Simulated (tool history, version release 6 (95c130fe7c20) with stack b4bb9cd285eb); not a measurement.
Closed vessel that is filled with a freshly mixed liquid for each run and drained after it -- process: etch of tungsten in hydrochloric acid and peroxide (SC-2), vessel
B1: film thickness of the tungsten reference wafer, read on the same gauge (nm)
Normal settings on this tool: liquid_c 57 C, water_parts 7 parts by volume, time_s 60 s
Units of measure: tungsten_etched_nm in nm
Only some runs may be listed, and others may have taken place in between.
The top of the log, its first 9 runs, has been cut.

run 10 day=5.592 | liquid_c=61.5 water_parts=8 time_s=80 | B1=140.03 | tungsten_etched_nm=74.27
-- day=5.917 chemicals flow meter replaced
run 11 day=6.179 | liquid_c=57 water_parts=4 time_s=85 | B1=139.99 | tungsten_etched_nm=97.21
run 12 day=6.867 | liquid_c=48.5 water_parts=9.5 time_s=75 | B1=140.01 | tungsten_etched_nm=26.08
run 13 day=7.483 | liquid_c=62.5 water_parts=9.5 time_s=40 | B1=140 | tungsten_etched_nm=34.03
run 14 day=8.133 | liquid_c=54.5 water_parts=7 time_s=75 | B1=139.97 | tungsten_etched_nm=48.57
run 15 day=8.5 | liquid_c=63 water_parts=9.5 time_s=75 | B1=140 | tungsten_etched_nm=66.19
run 16 day=9.054 | liquid_c=54.5 water_parts=7 time_s=60 | B1=139.99 | tungsten_etched_nm=39.44
run 17 day=9.462 | liquid_c=57 water_parts=8.5 time_s=60 | B1=139.98 | tungsten_etched_nm=38.86
run 18 day=9.992 | liquid_c=62 water_parts=7 time_s=60 | B1=139.98 | tungsten_etched_nm=61.27
run 19 day=10.488 | liquid_c=57 water_parts=7 time_s=60 | B1=140.02 | tungsten_etched_nm=45.74
run 20 day=11.046 | liquid_c=57 water_parts=7 time_s=75 | B1=139.98 | tungsten_etched_nm=56.29
run 21 day=11.771 | liquid_c=57 water_parts=7 time_s=60 | B1=140.05 | tungsten_etched_nm=46.54
run 22 day=12.154 | liquid_c=57 water_parts=9.5 time_s=60 | B1=140.03 | tungsten_etched_nm=35.06
run 23 day=12.575 | liquid_c=57 water_parts=6 time_s=75 | B1=140.03 | tungsten_etched_nm=63.94
run 24 day=13.321 | liquid_c=64 water_parts=8.5 time_s=30 | B1=140.03 | tungsten_etched_nm=30.07
run 25 day=13.921 | liquid_c=49.5 water_parts=7 time_s=60 | B1=140.01 | tungsten_etched_nm=28.16
run 26 day=14.288 | liquid_c=57 water_parts=7 time_s=60 | B1=139.99 | tungsten_etched_nm=45.63
run 27 day=14.542 | liquid_c=51.5 water_parts=10 time_s=75 | B1=140 | tungsten_etched_nm=30.21
run 28 day=15.133 | liquid_c=53.5 water_parts=5 time_s=60 | B1=140.04 | tungsten_etched_nm=46.15
run 29 day=15.388 | liquid_c=50.5 water_parts=5 time_s=50 | B1=140.02 | tungsten_etched_nm=31.87
run 30 day=15.804 | liquid_c=57 water_parts=7 time_s=60 | B1=140 | tungsten_etched_nm=45.29
run 31 day=16.312 | liquid_c=50.5 water_parts=5.5 time_s=35 | B1=140.03 | tungsten_etched_nm=20.77

Forecast each of these 3 alternatives for the next run:
run A day=16.342 | liquid_c=57 water_parts=7 time_s=60 | B1=? | tungsten_etched_nm=?
run B day=16.342 | liquid_c=64 water_parts=8.5 time_s=75 | B1=? | tungsten_etched_nm=?
run C day=16.342 | liquid_c=57 water_parts=4 time_s=60 | B1=? | tungsten_etched_nm=?

run=A B1=140.02 tungsten_etched_nm=45.52
run=B B1=140.02 tungsten_etched_nm=75.53
run=C B1=140.02 tungsten_etched_nm=68.36
With no hidden state in the tool, these same runs would have given:
run=A tungsten_etched_nm=46.48
run=B tungsten_etched_nm=77.17
run=C tungsten_etched_nm=69.73
